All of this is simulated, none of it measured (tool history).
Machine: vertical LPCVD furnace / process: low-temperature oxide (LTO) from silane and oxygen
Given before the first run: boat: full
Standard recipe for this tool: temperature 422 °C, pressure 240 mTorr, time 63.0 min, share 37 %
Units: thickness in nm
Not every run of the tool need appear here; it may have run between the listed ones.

run	hour	temperature	pressure	time	share	read-back reference wafer on the same gauge, thickness	thickness
1	0.0	422	240	63.0	37	810.49	767.40
2	21.6	422	240	63.0	37	809.62	769.94
3	31.6	422	240	63.0	37	811.37	769.31
4	71.6	422	285	63.0	37	810.26	907.44
5	77.1	422	285	63.0	37	810.95	908.84
6	82.6	422	285	63.0	37	809.89	907.44
7	88.6	422	240	63.0	34	808.66	691.90
8	124.6	422	240	63.0	34	810.71	665.07
9	130.1	422	240	63.0	37	809.15	740.81
10	137.7	422	240	53.0	37	810.22	623.04
11	154.5	422	240	53.0	37	809.71	622.97
12	169.3	425	195	46.5	37	810.12	459.41
13	183.5	422	275	63.0	37	809.80	846.15
14	199.3	422	240	63.0	37	809.42	743.74
15	214.4	412	205	76.5	33	810.52	596.97
16	225.6	422	240	63.0	37	810.13	742.05
17	238.4	426	205	70.5	31	809.18	592.25
18	251.3	427	225	74.5	44	810.89	1051.99
19	277.7	429	255	63.0	30	810.48	646.05
20	283.2	422	240	63.0	37	809.98	744.81
21	308.5	428	240	63.0	43	809.97	932.92
22	328.4	422	240	63.0	37	810.71	743.85
23	341.8	422	185	40.0	37	810.39	364.57
24	361.6	422	240	63.0	41	809.45	837.36
25	384.5	418	240	54.5	39	810.04	654.80
26	395.6	422	205	47.5	37	810.37	478.45
27	410.3	426	240	86.0	37	809.26	1060.17
28	431.7	422	240	87.0	30	809.44	782.62
29	448.9	416	190	63.0	37	810.06	558.60
30	470.3	434	210	63.0	43	809.00	869.80

Not shown here: 4 entries made in the log between runs. Locate each between two listed runs and compare the hidden state at the listed run before it with the hidden state at the listed run after it:
After run 3, before run 4: gauge calibrated (hour 34.7); silane flow controller replaced (hour 71.1)
  true pressure minus gauge reading, mTorr: 11.2 -> 11.4
  what was measured, less what the result would be without the hidden state, thickness: +34.28 -> +34.91 nm
After run 7, before run 8: pressure gauge zeroed (hour 124.1)
  true pressure minus gauge reading, mTorr: 11.5 -> 2.04
  what was measured, less what the result would be without the hidden state, thickness: +31.61 -> +5.60 nm
After run 18, before run 19: thermocouples replaced and temperature profile calibrated (hour 277.2)
  true pressure minus gauge reading, mTorr: 2.7 -> 2.84
  what was measured, less what the result would be without the hidden state, thickness: +12.47 -> +7.11 nm

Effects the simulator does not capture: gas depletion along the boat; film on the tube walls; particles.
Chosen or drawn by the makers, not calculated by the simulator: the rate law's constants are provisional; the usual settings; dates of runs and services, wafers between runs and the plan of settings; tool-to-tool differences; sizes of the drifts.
